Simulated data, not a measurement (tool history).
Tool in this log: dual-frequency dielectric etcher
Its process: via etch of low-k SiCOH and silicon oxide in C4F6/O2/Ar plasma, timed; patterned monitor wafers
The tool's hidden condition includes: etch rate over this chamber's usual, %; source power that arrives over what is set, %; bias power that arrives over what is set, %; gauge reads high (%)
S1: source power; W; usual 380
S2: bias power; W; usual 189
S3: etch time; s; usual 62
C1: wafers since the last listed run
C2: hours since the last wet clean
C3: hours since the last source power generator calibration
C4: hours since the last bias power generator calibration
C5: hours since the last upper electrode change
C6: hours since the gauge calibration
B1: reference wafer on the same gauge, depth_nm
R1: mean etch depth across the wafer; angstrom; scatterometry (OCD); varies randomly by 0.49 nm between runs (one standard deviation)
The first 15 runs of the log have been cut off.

At day 15.254: upper electrode replaced.
At day 16.479: gauge calibrated.
Run 16, day 18.042: usual settings but S1 450 W; C1 988; C2 273.4; C3 186.7; C4 4362.3; C5 66.9; C6 37.5; B1 198. Result: R1 1738 angstrom.
Run 17, day 19.496: usual settings; C1 448; C2 308.3; C3 221.6; C4 4397.2; C5 101.8; C6 72.4; B1 197.6. Result: R1 1649 angstrom.
Run 18, day 20.4: usual settings but S2 226 W, S3 55.5 s; C1 279; C2 330; C3 243.3; C4 4418.9; C5 123.5; C6 94.1; B1 198. Result: R1 1557 angstrom.
At day 21.25: bias power generator calibrated.
Run 19, day 21.271: usual settings; C1 217; C2 350.9; C3 264.2; C4 0.5; C5 144.4; C6 115; B1 198.2. Result: R1 1663 angstrom.
At day 22.35: wet clean of the chamber.
Run 20, day 22.371: usual settings but S1 470 W, S2 163 W, S3 49 s; C1 30; C2 0.5; C3 290.6; C4 26.9; C5 170.8; C6 141.4; B1 198.1. Result: R1 1354 angstrom.
Run 21, day 24.196: usual settings but S2 154 W; C1 563; C2 44.3; C3 334.4; C4 70.7; C5 214.6; C6 185.2; B1 198.1. Result: R1 1577 angstrom.
Run 22, day 25.188: usual settings but S2 204 W, S3 50.5 s; C1 306; C2 68.1; C3 358.2; C4 94.5; C5 238.4; C6 209; B1 198.2. Result: R1 1379 angstrom.
Run 23, day 26.279: usual settings but S1 280 W, S2 170 W; C1 337; C2 94.3; C3 384.4; C4 120.7; C5 264.6; C6 235.2; B1 198. Result: R1 1471 angstrom.
Run 24, day 27.746: usual settings but S1 300 W, S3 70.5 s; C1 452; C2 129.5; C3 419.6; C4 155.9; C5 299.8; C6 270.4; B1 198.1. Result: R1 1750 angstrom.
Run 25, day 28.296: usual settings; C1 169; C2 142.7; C3 432.8; C4 169.1; C5 313; C6 283.6; B1 198.2. Result: R1 1661 angstrom.
Run 26, day 29.683: usual settings but S2 170 W; C1 428; C2 176; C3 466.1; C4 202.4; C5 346.3; C6 316.9; B1 197.9. Result: R1 1612 angstrom.
Run 27, day 31.162: usual settings but S3 56 s; C1 456; C2 211.5; C3 501.6; C4 237.9; C5 381.8; C6 352.4; B1 197.8. Result: R1 1499 angstrom.
Run 28, day 32.621: usual settings but S2 231 W; C1 450; C2 246.5; C3 536.6; C4 272.9; C5 416.8; C6 387.4; B1 198.1. Result: R1 1737 angstrom.
Run 29, day 33.992: usual settings; C1 423; C2 279.4; C3 569.5; C4 305.8; C5 449.7; C6 420.3; B1 197.9. Result: R1 1657 angstrom.
Run 30, day 34.817: usual settings but S2 207 W, S3 45 s; C1 254; C2 299.2; C3 589.3; C4 325.6; C5 469.5; C6 440.1; B1 198.1. Result: R1 1233 angstrom.

4 options for the next run, each taken on its own from the tool as it stands now. Forecast them:
Run A, day 34.833: usual settings; C1 5; C2 299.6; C3 589.7; C4 326; C5 469.9; C6 440.5; B1 ?. Result: R1 ?.
Run B, day 34.833: usual settings but S1 420 W, S2 232 W, S3 47.5 s; C1 5; C2 299.6; C3 589.7; C4 326; C5 469.9; C6 440.5; B1 ?. Result: R1 ?.
Run C, day 34.833: usual settings but S1 350 W, S2 144 W; C1 5; C2 299.6; C3 589.7; C4 326; C5 469.9; C6 440.5; B1 ?. Result: R1 ?.
Run D, day 34.833: usual settings but S2 224 W, S3 50.5 s; C1 5; C2 299.6; C3 589.7; C4 326; C5 469.9; C6 440.5; B1 ?. Result: R1 ?.

run     B1    R1
  A  198.1  1652
  B  198.1  1378
  C  198.1  1509
  D  198.1  1407
With no hidden state in the tool, these same runs would have given:
run    R1
  A  1652
  B  1378
  C  1509
  D  1407
